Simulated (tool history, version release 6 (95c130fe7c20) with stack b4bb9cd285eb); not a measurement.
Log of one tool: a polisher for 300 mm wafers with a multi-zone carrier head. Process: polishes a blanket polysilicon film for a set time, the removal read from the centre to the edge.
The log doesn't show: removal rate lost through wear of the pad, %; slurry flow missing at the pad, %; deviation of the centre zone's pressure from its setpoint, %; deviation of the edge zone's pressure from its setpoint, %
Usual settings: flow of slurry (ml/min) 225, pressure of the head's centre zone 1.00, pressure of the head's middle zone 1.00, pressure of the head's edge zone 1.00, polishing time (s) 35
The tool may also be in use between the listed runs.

run	day	flow of slurry (ml/min)	pressure of the head's centre zone	pressure of the head's middle zone	pressure of the head's edge zone	polishing time (s)	wafers since the last listed run	wafers polished on this pad	hours since the slurry nozzle was cleaned	hours since the centre zone pressure was calibrated	hours since the edge zone pressure was calibrated	hours since the carrier head's membrane was replaced	incoming thickness of the incoming film, nm	film removed at the wafer's centre (nm)	film removed at mid-radius (nm)	film removed at the wafer's edge (nm)
1	0.000	225	0.91	1.00	1.00	40	0	825	463.8	491.1	526.8	4.6	1548.4	243.6	292.0	283.3
# day 2.142: centre zone pressure recalibrated
2	2.892	285	1.12	1.00	1.00	35	630	1455	533.2	18.0	596.2	74.0	1535.8	310.7	261.0	261.0
3	5.079	225	1.00	1.00	1.00	35	491	1946	585.7	70.5	648.7	126.5	1521.6	256.9	255.9	249.9
# day 5.504: slurry nozzle cleaned
4	7.421	155	1.00	1.00	1.00	35	516	2463	46.0	126.7	704.9	182.7	1542.2	232.0	239.1	240.7
5	10.046	255	1.00	1.00	1.00	29	589	3052	109.0	189.7	767.9	245.7	1548.3	206.3	215.7	211.4
6	12.554	225	0.89	0.92	1.00	43	563	3615	169.2	249.9	828.1	305.9	1528.7	263.1	294.7	309.5
7	13.604	300	1.00	1.00	1.05	29	235	3851	194.4	275.1	853.3	331.1	1534.8	204.8	219.3	219.2
# day 13.900: edge zone pressure recalibrated
8	14.729	225	1.00	1.00	1.00	35	233	4085	221.4	302.1	19.9	358.1	1509.9	236.0	254.4	248.9
9	17.521	200	1.00	1.00	1.00	35	626	4712	288.4	369.1	86.9	425.1	1534.7	227.7	258.2	250.6
# day 18.583: worn pad replaced by a new one
10	19.238	225	1.00	1.00	1.00	35	347	147	329.6	410.3	128.1	466.3	1515.2	232.5	259.0	255.3
# day 21.392: centre zone pressure recalibrated
11	22.058	225	1.00	0.92	0.93	35	614	761	397.3	16.0	195.8	534.0	1518.6	271.1	241.0	243.0
12	24.225	190	0.96	1.03	1.04	35	486	1248	449.3	68.0	247.8	586.0	1519.3	246.7	254.5	254.9
# day 25.425: carrier head's membrane replaced by a new one
13	26.767	225	1.11	1.04	0.95	39	523	1772	510.3	129.0	308.8	32.2	1513.2	318.2	297.2	272.5
14	29.500	300	1.05	1.00	1.00	40	613	2385	575.9	194.6	374.4	97.8	1540.3	314.3	298.7	295.5
# day 30.312: slurry nozzle cleaned
15	31.621	225	1.00	1.00	1.00	35	466	2852	31.4	245.5	425.3	148.7	1548.6	244.1	252.7	251.6
16	33.021	175	1.00	1.00	0.94	35	314	3166	65.0	279.1	458.9	182.3	1527.0	237.0	242.1	236.4
17	35.454	225	1.07	1.00	1.00	35	546	3713	123.4	337.5	517.3	240.7	1533.4	262.8	254.1	255.3
18	37.988	225	1.00	1.00	1.00	35	568	4281	184.2	398.3	578.1	301.5	1510.5	247.1	254.3	248.4
19	39.246	225	1.00	1.09	1.00	26	282	4564	214.4	428.5	608.3	331.7	1520.5	176.6	205.0	190.9
20	41.312	225	0.96	1.00	1.10	31	463	5028	264.0	478.1	657.9	381.3	1521.2	205.0	226.8	231.8
# day 42.471: worn pad replaced by a new one
21	43.575	225	1.00	1.00	1.00	35	470	248	318.3	532.4	712.2	435.6	1537.5	238.3	250.0	251.3
# day 44.604: edge zone pressure recalibrated
# day 46.742: centre zone pressure recalibrated
22	50.875	225	1.00	1.00	1.00	35	1601	1849	493.5	99.2	150.5	610.8	1504.1	248.7	256.4	248.9
# day 52.504: carrier head's membrane replaced by a new one
23	52.733	225	1.00	1.00	1.00	35	370	2220	538.1	143.8	195.1	5.5	1554.4	241.2	262.2	249.4

Forecast each of these 3 alternatives for the next run:
A	52.750	305	1.00	1.00	1.00	35	3	2224	538.5	144.2	195.5	5.9	1541.6	?	?	?
B	52.750	280	1.00	0.88	1.07	25	3	2224	538.5	144.2	195.5	5.9	1541.6	?	?	?
C	52.750	225	1.05	0.94	0.90	41	3	2224	538.5	144.2	195.5	5.9	1541.6	?	?	?

run	film removed at the wafer's centre (nm)	film removed at mid-radius (nm)	film removed at the wafer's edge (nm)
A	255.0	264.1	258.4
B	180.3	168.1	189.2
C	302.1	283.9	282.5
Without the tool's hidden state the same runs would have given:
run	film removed at the wafer's centre (nm)	film removed at mid-radius (nm)	film removed at the wafer's edge (nm)
A	279.0	264.0	258.4
B	197.2	168.0	189.2
C	330.4	283.7	282.5
